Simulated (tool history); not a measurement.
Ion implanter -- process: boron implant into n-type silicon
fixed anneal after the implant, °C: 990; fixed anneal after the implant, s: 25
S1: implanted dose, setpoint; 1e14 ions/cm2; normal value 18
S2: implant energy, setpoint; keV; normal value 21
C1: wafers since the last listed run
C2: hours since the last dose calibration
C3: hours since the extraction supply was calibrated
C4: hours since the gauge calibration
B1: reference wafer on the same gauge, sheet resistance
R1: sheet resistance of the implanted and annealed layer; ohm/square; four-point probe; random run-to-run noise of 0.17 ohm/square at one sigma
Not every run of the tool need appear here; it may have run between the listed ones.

{"run": 1, "day": 0.0, "S1": 21.53, "S2": 19, "C1": 0, "C2": 1630, "C3": 6463, "C4": 403.6, "B1": 81.03, "R1": 76.68}
{"run": 2, "day": 0.662, "S1": 13.7, "S2": 21, "C1": 215, "C2": 1645.9, "C3": 6478.9, "C4": 419.5, "B1": 81.08, "R1": 95.52}
{"run": 3, "day": 1.888, "S1": 13.7, "S2": 21, "C1": 399, "C2": 1675.3, "C3": 6508.3, "C4": 448.9, "B1": 81.1, "R1": 95.51}
{"day": 2.379, "done": "gauge calibrated"}
{"run": 4, "day": 2.521, "S1": 20.77, "S2": 23, "C1": 206, "C2": 1690.5, "C3": 6523.5, "C4": 3.4, "B1": 81.08, "R1": 73.52}
{"run": 5, "day": 3.771, "S1": 20.77, "S2": 23, "C1": 407, "C2": 1720.5, "C3": 6553.5, "C4": 33.4, "B1": 81.07, "R1": 73.51}
{"run": 6, "day": 4.833, "S1": 20.77, "S2": 23, "C1": 346, "C2": 1746, "C3": 6579, "C4": 58.9, "B1": 81.07, "R1": 73.15}
{"run": 7, "day": 6.267, "S1": 18, "S2": 21, "C1": 467, "C2": 1780.4, "C3": 6613.4, "C4": 93.3, "B1": 81.09, "R1": 80.99}
{"run": 8, "day": 7.121, "S1": 18, "S2": 21, "C1": 278, "C2": 1800.9, "C3": 6633.9, "C4": 113.8, "B1": 81.12, "R1": 81.22}
{"run": 9, "day": 8.342, "S1": 18, "S2": 21, "C1": 397, "C2": 1830.2, "C3": 6663.2, "C4": 143.1, "B1": 81.05, "R1": 80.92}
{"day": 8.983, "done": "Faraday cup replaced and dose calibrated"}
{"run": 10, "day": 9.808, "S1": 18, "S2": 21, "C1": 369, "C2": 19.8, "C3": 6698.4, "C4": 178.3, "B1": 81.13, "R1": 81.12}
{"run": 11, "day": 12.55, "S1": 21.57, "S2": 21, "C1": 893, "C2": 85.6, "C3": 6764.2, "C4": 244.1, "B1": 81.05, "R1": 74.37}
{"run": 12, "day": 13.283, "S1": 21.57, "S2": 21, "C1": 238, "C2": 103.2, "C3": 6781.8, "C4": 261.7, "B1": 81.07, "R1": 73.89}
{"day": 13.771, "done": "extraction supply calibrated"}
{"run": 13, "day": 14.033, "S1": 18, "S2": 21, "C1": 135, "C2": 121.2, "C3": 6.3, "C4": 279.7, "B1": 81.12, "R1": 81}
{"run": 14, "day": 15.225, "S1": 19.94, "S2": 17.5, "C1": 388, "C2": 149.8, "C3": 34.9, "C4": 308.3, "B1": 81.1, "R1": 81.48}
{"run": 15, "day": 15.729, "S1": 18, "S2": 17, "C1": 164, "C2": 161.9, "C3": 47, "C4": 320.4, "B1": 81.12, "R1": 86}
{"run": 16, "day": 17.167, "S1": 21.57, "S2": 21, "C1": 468, "C2": 196.4, "C3": 81.5, "C4": 354.9, "B1": 81.1, "R1": 73.64}
{"run": 17, "day": 18.371, "S1": 21.11, "S2": 26, "C1": 392, "C2": 225.3, "C3": 110.4, "C4": 383.8, "B1": 81.09, "R1": 70.66}
{"day": 19.733, "done": "gauge calibrated"}
{"run": 18, "day": 19.842, "S1": 20.11, "S2": 19, "C1": 479, "C2": 260.6, "C3": 145.7, "C4": 2.6, "B1": 81.06, "R1": 78.76}
{"run": 19, "day": 21.021, "S1": 14.21, "S2": 26.5, "C1": 384, "C2": 288.9, "C3": 174, "C4": 30.9, "B1": 81.11, "R1": 90.26}
{"run": 20, "day": 21.921, "S1": 22.98, "S2": 14.5, "C1": 293, "C2": 310.5, "C3": 195.6, "C4": 52.5, "B1": 81.08, "R1": 83.48}
{"run": 21, "day": 23.346, "S1": 20.76, "S2": 25.5, "C1": 464, "C2": 344.7, "C3": 229.8, "C4": 86.7, "B1": 81.11, "R1": 71.49}
{"run": 22, "day": 24.3, "S1": 20.01, "S2": 28, "C1": 310, "C2": 367.6, "C3": 252.7, "C4": 109.6, "B1": 81.06, "R1": 71.5}
{"run": 23, "day": 25.621, "S1": 14.43, "S2": 17, "C1": 430, "C2": 399.3, "C3": 284.4, "C4": 141.3, "B1": 81.1, "R1": 96.42}
{"run": 24, "day": 26.25, "S1": 22.23, "S2": 25.5, "C1": 205, "C2": 414.4, "C3": 299.5, "C4": 156.4, "B1": 81.12, "R1": 68.96}
{"run": 25, "day": 27.621, "S1": 18, "S2": 21, "C1": 446, "C2": 447.3, "C3": 332.4, "C4": 189.3, "B1": 81.13, "R1": 80.98}
{"run": 26, "day": 29.0, "S1": 18, "S2": 21, "C1": 449, "C2": 480.4, "C3": 365.5, "C4": 222.4, "B1": 81.04, "R1": 81.14}
{"run": 27, "day": 29.812, "S1": 16.61, "S2": 17, "C1": 264, "C2": 499.9, "C3": 385, "C4": 241.9, "B1": 81.08, "R1": 89.26}

Take each entry between the runs: how does the hidden state at the last listed run before it differ from the hidden state at the first listed run after it?
Logged between run 3 and run 4: gauge calibrated (day 2.379)
  both runs share identical hidden conditions
Logged between run 9 and run 10: Faraday cup replaced and dose calibrated (day 8.983)
  both runs share identical hidden conditions
Logged between run 12 and run 13: extraction supply calibrated (day 13.771)
  both runs share identical hidden conditions
Logged between run 17 and run 18: gauge calibrated (day 19.733)
  both runs share identical hidden conditions
